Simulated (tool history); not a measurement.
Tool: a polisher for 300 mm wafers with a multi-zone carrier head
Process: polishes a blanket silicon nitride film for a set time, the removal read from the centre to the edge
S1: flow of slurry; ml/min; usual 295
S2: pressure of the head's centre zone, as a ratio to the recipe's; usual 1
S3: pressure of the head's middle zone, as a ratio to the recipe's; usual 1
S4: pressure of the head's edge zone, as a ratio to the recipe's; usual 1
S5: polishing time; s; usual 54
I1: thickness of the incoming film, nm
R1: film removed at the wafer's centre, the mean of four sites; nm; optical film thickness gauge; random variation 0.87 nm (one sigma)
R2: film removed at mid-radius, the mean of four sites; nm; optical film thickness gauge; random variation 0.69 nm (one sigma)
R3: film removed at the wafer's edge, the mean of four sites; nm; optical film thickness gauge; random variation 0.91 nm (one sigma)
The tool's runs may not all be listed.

run     day   S1    S2    S3    S4  S5     I1    R1    R2    R3
  1       0  385     1  0.89  0.95  39  829.8  49.7  44.2  47.2
      0.312  -- slurry nozzle cleaned
  2     7.2  390     1     1  0.91  54  822.5  64.8  67.6  61.7
  3   8.433  295     1     1     1  54  825.9  63.3  64.7  63.4
  4   9.658  295     1     1   1.1  72  817.9  86.9  86.3  90.7
     11.921  -- worn pad replaced by a new one
  5  12.129  365     1     1     1  54    815  71.4  71.4  69.9
     12.433  -- edge zone pressure recalibrated
     12.692  -- centre zone pressure recalibrated
  6  13.246  295     1     1   1.1  54  818.3  68.4  68.8  71.3
  7  15.062  295     1     1  1.11  54  822.6  67.3  67.6  70.3
     17.467  -- carrier head's membrane replaced by a new one
  8  18.017  385     1     1  1.04  54  811.1  69.6    69  67.8
  9  20.396  385     1     1  1.07  54  819.5    67  67.5  67.9
 10  22.846  330     1     1     1  54  813.9  65.7  66.6  66.5
 11  29.079  245     1  0.91     1  54  819.9  61.3  58.8  61.8
 12  31.546  295     1     1     1  54  818.6  63.9  65.6  64.7
 13  32.725  230     1     1  0.96  54  820.3  60.6  60.9  59.8
     33.408  -- worn pad replaced by a new one
 14  34.012  295     1     1   1.1  61  812.7  75.8  77.3  79.4
     34.521  -- edge zone pressure recalibrated
     35.846  -- slurry nozzle cleaned
 15  35.867  295     1     1     1  54  834.2  66.5  67.6  67.1
 16  38.196  295     1  1.04     1  54  833.4  67.4  68.4  66.6
     39.138  -- centre zone pressure recalibrated
 17  45.717  235  1.03  0.93     1  68  820.5  79.5  73.7  77.8
 18  46.838  395     1     1     1  54  814.6  66.5  66.9  64.9
 19  47.954  295     1  0.97     1  54  812.9  62.8  62.9  63.9
 20  50.046  295     1     1     1  54  820.1  63.7  63.9  63.8
 21  51.258  295     1  0.97     1  54  836.4  64.9  62.2  63.1
     52.725  -- worn pad replaced by a new one
     53.925  -- edge zone pressure recalibrated
 22  53.946  260     1  1.11  1.04  54  834.6  68.2  72.7  69.4

Forecast each of these 4 alternatives for the next run:
  A  53.962  295     1     1     1  54  813.3   ?   ?   ?
  B  53.962  245  0.95   1.1  0.89  54  813.3   ?   ?   ?
  C  53.962  195  0.94  1.11     1  62  813.3   ?   ?   ?
  D  53.962  350  1.06     1     1  46  813.3   ?   ?   ?

run    R1    R2    R3
  A  69.6    69  67.5
  B  63.5  71.6  62.1
  C    66  76.6  71.1
  D  64.5  60.1  58.5
Without the tool's hidden state the same runs would have given:
run    R1    R2    R3
  A  70.8  70.2  68.6
  B  64.6  72.8  63.1
  C  67.1  77.8  72.3
  D  65.5  61.1  59.5
